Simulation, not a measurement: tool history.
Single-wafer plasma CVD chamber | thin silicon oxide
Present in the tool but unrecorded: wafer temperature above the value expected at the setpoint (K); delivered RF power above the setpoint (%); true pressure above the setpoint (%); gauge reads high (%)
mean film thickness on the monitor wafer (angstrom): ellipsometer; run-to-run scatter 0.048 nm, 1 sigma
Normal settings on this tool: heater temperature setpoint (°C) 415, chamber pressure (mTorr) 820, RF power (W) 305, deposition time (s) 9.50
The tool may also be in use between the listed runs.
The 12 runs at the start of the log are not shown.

run   hour  heater temperature setpoint (°C)  chamber pressure (mTorr)  RF power (W)  deposition time (s)  wafers since the last listed run  hours since the last thermocouple change  hours since the last RF generator calibration  hours since the last manometer calibration  hours since the showerhead was replaced  hours since the gauge calibration  read-back reference wafer on the same gauge, thickness_nm  mean film thickness on the monitor wafer (angstrom)
 13  423.2                               415                       820           305                 9.50                              1181                                      44.3                                          122.1                                      1476.5                                     30.1                              112.2                                                     14.705                                               177.26
 14  443.4                               415                       820           305                 9.50                               806                                      64.5                                          142.3                                      1496.7                                     50.3                              132.4                                                     14.685                                               176.50
 15  456.3                               415                       820           305                 9.50                               515                                      77.4                                          155.2                                      1509.6                                     63.2                              145.3                                                     14.706                                               177.62
 16  491.5                               420                      1002           305                10.88                              1405                                     112.6                                          190.4                                      1544.8                                     98.4                              180.5                                                     14.701                                               236.85
 17  506.0                               415                       981           305                10.07                               578                                     127.1                                          204.9                                      1559.3                                    112.9                              195.0                                                     14.716                                               217.80
     522.5  -- capacitance manometer re-zeroed and calibrated
 18  531.3                               428                       820           305                 9.50                               690                                     152.4                                          230.2                                         8.8                                    138.2                              220.3                                                     14.704                                               164.07
 19  547.0                               415                       820           305                 9.50                               626                                     168.1                                          245.9                                        24.5                                    153.9                              236.0                                                     14.710                                               166.17
 20  574.5                               415                       820           305                 9.50                              1097                                     195.6                                          273.4                                        52.0                                    181.4                              263.5                                                     14.709                                               165.86
 21  590.3                               415                       745           330                 8.46                               630                                     211.4                                          289.2                                        67.8                                    197.2                              279.3                                                     14.701                                               137.89
 22  619.1                               410                       820           250                 9.50                              1149                                     240.2                                          318.0                                        96.6                                    226.0                              308.1                                                     14.702                                               150.45
 23  654.7                               415                       820           305                10.52                              1421                                     275.8                                          353.6                                       132.2                                    261.6                              343.7                                                     14.707                                               183.35
 24  684.5                               429                       820           305                 9.50                              1189                                     305.6                                          383.4                                       162.0                                    291.4                              373.5                                                     14.712                                               162.92
 25  700.9                               405                       820           330                 9.50                               654                                     322.0                                          399.8                                       178.4                                    307.8                              389.9                                                     14.703                                               171.72
 26  713.6                               415                       820           305                11.02                               507                                     334.7                                          412.5                                       191.1                                    320.5                              402.6                                                     14.706                                               191.77
 27  748.1                               415                       820           340                10.94                              1377                                     369.2                                          447.0                                       225.6                                    355.0                              437.1                                                     14.706                                               199.41
 28  764.5                               415                       752           305                10.86                               654                                     385.6                                          463.4                                       242.0                                    371.4                              453.5                                                     14.689                                               171.68
 29  791.1                               415                       820           285                11.25                              1062                                     412.2                                          490.0                                       268.6                                    398.0                              480.1                                                     14.705                                               189.37
 30  816.6                               404                      1009           250                11.22                              1018                                     437.7                                          515.5                                       294.1                                    423.5                              505.6                                                     14.696                                               212.12

Here are 3 independent what-if runs from the current tool condition. What would each one return?
  A  817.0                               415                       820           305                 9.50                                15                                     438.1                                          515.9                                       294.5                                    423.9                              506.0                                                          ?                                                    ?
  B  817.0                               426                       820           270                 8.56                                15                                     438.1                                          515.9                                       294.5                                    423.9                              506.0                                                          ?                                                    ?
  C  817.0                               415                       875           265                 9.50                                15                                     438.1                                          515.9                                       294.5                                    423.9                              506.0                                                          ?                                                    ?

run  read-back reference wafer on the same gauge, thickness_nm  mean film thickness on the monitor wafer (angstrom)
  A                                                     14.701                                               165.23
  B                                                     14.701                                               139.36
  C                                                     14.701                                               163.91
Take away the tool's hidden state, keep each run's random variation, and the runs would have read:
run  mean film thickness on the monitor wafer (angstrom)
  A                                               169.44
  B                                               143.08
  C                                               168.19

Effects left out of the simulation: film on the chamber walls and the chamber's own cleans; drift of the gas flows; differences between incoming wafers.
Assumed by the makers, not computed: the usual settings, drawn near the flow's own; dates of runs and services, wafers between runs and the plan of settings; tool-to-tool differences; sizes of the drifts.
